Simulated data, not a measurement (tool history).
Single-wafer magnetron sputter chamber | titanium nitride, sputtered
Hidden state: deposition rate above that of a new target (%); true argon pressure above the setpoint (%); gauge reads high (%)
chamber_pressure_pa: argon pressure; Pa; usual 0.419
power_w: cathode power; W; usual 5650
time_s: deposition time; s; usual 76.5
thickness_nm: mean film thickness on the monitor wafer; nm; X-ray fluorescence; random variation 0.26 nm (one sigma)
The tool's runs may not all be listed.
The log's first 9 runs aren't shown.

run	day	chamber_pressure_pa	power_w	time_s	wafers since the last listed run	wafers on the sputter target	hours since the last manometer calibration	hours since the magnet pack was replaced	hours since the gauge calibration	read-back reference wafer on the same gauge, thickness_nm	thickness_nm
10	22.733	0.419	5650	76.5	610	2548	268.3	8980.1	809.1	74.985	87.332
11	25.208	0.419	5650	69.6	922	3470	327.7	9039.5	868.5	74.902	79.261
12	27.121	0.419	5650	69.6	712	4182	373.6	9085.4	914.4	75.074	79.085
13	30.950	0.419	5650	76.5	1426	5609	465.5	9177.3	1006.3	74.999	87.884
14	33.683	0.419	5650	76.5	1018	6627	531.1	9242.9	1071.9	74.967	87.092
# day 36.379: sputter target and shields replaced
15	37.467	0.419	6400	76.5	1285	404	621.9	9333.7	1162.7	75.059	99.047
16	41.092	0.419	6400	76.5	1350	1755	708.9	9420.7	1249.7	74.947	99.781
17	44.225	0.583	6900	81.4	1167	2922	784.1	9495.9	1324.9	75.033	107.968

Run 18 comes next. What will it give?
# day 44.742: gauge calibrated
18	45.858	0.419	6100	72.2	608	3530	823.3	9535.1	26.8	?	?

read-back reference wafer on the same gauge, thickness_nm: 74.969
thickness_nm: 89.492 nm
Without the tool's hidden state the same run would have given thickness_nm 88.933 nm.
